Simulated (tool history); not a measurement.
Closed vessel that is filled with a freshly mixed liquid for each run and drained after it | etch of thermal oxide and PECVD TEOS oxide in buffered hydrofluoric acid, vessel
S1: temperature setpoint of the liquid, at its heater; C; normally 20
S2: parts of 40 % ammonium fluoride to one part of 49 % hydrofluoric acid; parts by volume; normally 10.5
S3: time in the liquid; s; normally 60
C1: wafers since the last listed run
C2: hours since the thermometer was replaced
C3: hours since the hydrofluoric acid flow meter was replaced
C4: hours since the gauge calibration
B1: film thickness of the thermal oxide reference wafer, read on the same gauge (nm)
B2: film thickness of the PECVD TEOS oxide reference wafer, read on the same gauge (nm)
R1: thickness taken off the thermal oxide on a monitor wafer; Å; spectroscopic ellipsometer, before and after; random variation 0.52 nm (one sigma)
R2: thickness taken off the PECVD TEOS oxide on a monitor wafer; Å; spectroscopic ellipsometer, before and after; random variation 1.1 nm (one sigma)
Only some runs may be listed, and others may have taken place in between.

run	day	S1	S2	S3	C1	C2	C3	C4	B1	B2	R1	R2
1	0	20	10.5	75	0	1250.8	1337.8	17.7	30	50.04	812.8	1571
2	0.496	20	10.5	75	741	1262.7	1349.7	29.6	29.99	50.02	819.1	1558.9
3	1.188	24	10.5	60	1034	1279.3	1366.3	46.2	30	49.99	813.5	1547.3
# day 1.612: thermometer replaced
4	1.633	18	13.5	35	604	0.5	1377	56.9	29.98	49.96	271	529.5
5	2.029	20	10.5	60	591	10	1386.5	66.4	30.03	49.98	651.5	1242.7
6	2.317	20	12	60	429	16.9	1393.4	73.3	30	49.99	581.9	1131.2
7	3.371	17	9.5	60	1576	42.2	1418.7	98.6	30.01	50	605.9	1151
8	3.658	18.5	14	85	429	49.1	1425.6	105.5	29.98	50	655.2	1268.2
9	4.079	17	12	30	629	59.2	1435.7	115.6	29.99	49.99	248.6	475.1
# day 4.371: hydrofluoric acid flow meter replaced
10	4.825	23	10.5	30	1053	77.1	10.9	133.5	29.99	50.02	355.7	672.8
11	5.433	20	12.5	75	909	91.7	25.5	148.1	29.98	50.01	629.1	1228
12	5.746	20	10.5	60	467	99.2	33	155.6	29.99	49.99	604.8	1152.4
13	6.417	17	13.5	30	1003	115.3	49.1	171.7	29.99	50	196.8	379.3
14	6.854	20	10.5	60	654	125.8	59.6	182.2	30.01	50.02	599.7	1135.6
15	7.304	17	10.5	60	672	136.6	70.4	193	30	50.03	504.5	980.1
16	7.679	20	10.5	60	560	145.6	79.4	202	29.99	49.98	605.3	1154.4
17	8.275	24	12.5	45	891	159.9	93.7	216.3	30	50.01	467.1	914.1
18	8.896	21.5	10.5	70	928	174.8	108.6	231.2	30.03	49.97	771.1	1461.9
19	9.638	20	10.5	30	1109	192.6	126.4	249	30	50	303.8	584.2
20	10.025	20	10.5	60	579	201.9	135.7	258.3	30	50	590.8	1159.3
21	10.45	22.5	11.5	85	635	212.1	145.9	268.5	29.99	50.01	895.2	1734
22	11.146	20	10.5	60	1040	228.8	162.6	285.2	30	50.02	603.2	1169.5
23	11.517	20	10.5	45	554	237.7	171.5	294.1	30.01	50	458.6	875.8
24	12.142	20	8.5	75	934	252.7	186.5	309.1	29.99	49.99	897.5	1718.2
25	12.821	20	14	60	1015	269	202.8	325.4	29.99	49.98	452	887.5
26	13.542	20	10.5	60	1078	286.3	220.1	342.7	30	49.98	609.3	1162.9

Consider 4 possible next runs. They are alternatives, not a sequence: every one starts from the tool as it was left by run 26. What does each give?
A	13.571	20	11.5	60	43	287	220.8	343.4	?	?	?	?
B	13.571	22.5	8	45	43	287	220.8	343.4	?	?	?	?
C	13.571	21.5	12	30	43	287	220.8	343.4	?	?	?	?
D	13.571	20	10.5	35	43	287	220.8	343.4	?	?	?	?

run	B1	B2	R1	R2
A	30	50	563.7	1045.1
B	30	50	677.4	1256
C	30	50	293.9	545
D	30	50	359.3	666.2
Had the tool no hidden state, the same runs would have come out as:
run	R1	R2
A	551.4	1022.5
B	661.2	1226
C	287.6	533.2
D	351.5	651.8
